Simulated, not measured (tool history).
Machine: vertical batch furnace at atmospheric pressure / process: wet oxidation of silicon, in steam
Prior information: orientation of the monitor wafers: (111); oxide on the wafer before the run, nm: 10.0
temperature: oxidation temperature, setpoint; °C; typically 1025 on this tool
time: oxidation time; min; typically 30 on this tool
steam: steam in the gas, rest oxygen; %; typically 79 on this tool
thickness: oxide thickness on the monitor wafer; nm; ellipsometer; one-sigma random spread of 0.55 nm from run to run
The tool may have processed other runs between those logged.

run   hour  temperature  time  steam  wafers since the last listed run  hours since the last temperature calibration  hours since the steam generator was serviced  hours since the gauge calibration  read-back reference wafer on the same gauge, thickness  thickness
  1      0         1025    30     79                                 0                                        3203.8                                        2637.6                                 62                                                  349.13     300.81
  2   42.5         1025    30     79                               567                                        3246.3                                        2680.1                              104.5                                                  349.11     300.25
  3   58.1         1025    30     79                               208                                        3261.9                                        2695.7                              120.1                                                  348.94     300.02
  4   78.5         1036    30     79                               272                                        3282.3                                        2716.1                              140.5                                                  349.06     318.17
  5    124         1036    30     79                               607                                        3327.8                                        2761.6                                186                                                  348.86     318.55
  6  131.3         1036    30     79                                97                                        3335.1                                        2768.9                              193.3                                                   348.9     319.79
  7  146.2         1025    30     79                               198                                          3350                                        2783.8                              208.2                                                  348.97     299.73
  8  156.1         1043    30     79                               132                                        3359.9                                        2793.7                              218.1                                                  348.84      330.4
  9  166.5         1043    30     79                               138                                        3370.3                                        2804.1                              228.5                                                  348.96     330.77
 10  223.2         1043    30     79                               757                                          3427                                        2860.8                              285.2                                                  349.04     329.95
 11  234.8         1025    38     72                               154                                        3438.6                                        2872.4                              296.8                                                  349.06     326.98
     275.6  -- thermocouples replaced and temperature profile calibrated
 12  276.1         1025    21     79                               231                                           0.5                                        2913.7                              338.1                                                  348.94     238.03
 13  281.3         1025    21     79                                69                                           5.7                                        2918.9                              343.3                                                  349.11     238.89
 14  292.1         1025    21     79                               144                                          16.5                                        2929.7                              354.1                                                  348.91     237.81
 15  302.3         1035    30     70                               136                                          26.7                                        2939.9                              364.3                                                  348.93     292.33
 16  313.5         1025    30     79                               149                                          37.9                                        2951.1                              375.5                                                  349.14     298.81
     357.2  -- gauge calibrated
 17  357.2         1025    30     71                               583                                          81.6                                        2994.8                                  0                                                  348.89     277.97
     382.2  -- steam generator serviced
 18  382.7         1025  18.5     79                                20                                         107.1                                           0.5                               25.5                                                  349.09     229.78
 19  387.9         1025    30     79                                69                                         112.3                                           5.7                               30.7                                                  349.08     311.84
 20    405         1000    30     79                               228                                         129.4                                          22.8                               47.8                                                  348.95     267.91
 21  424.6         1025    30     79                               261                                           149                                          42.4                               67.4                                                  349.06     312.74

Estimate the outcome of run 22 from the log above:
 22  440.4         1025    30     79                               210                                         164.8                                          58.2                               83.2                                                       ?          ?

Run 22 came out at read-back reference wafer on the same gauge, thickness 349.01, thickness 312.62 nm.
Had the tool carried no hidden state, the very same run would have given thickness 314.15 nm.
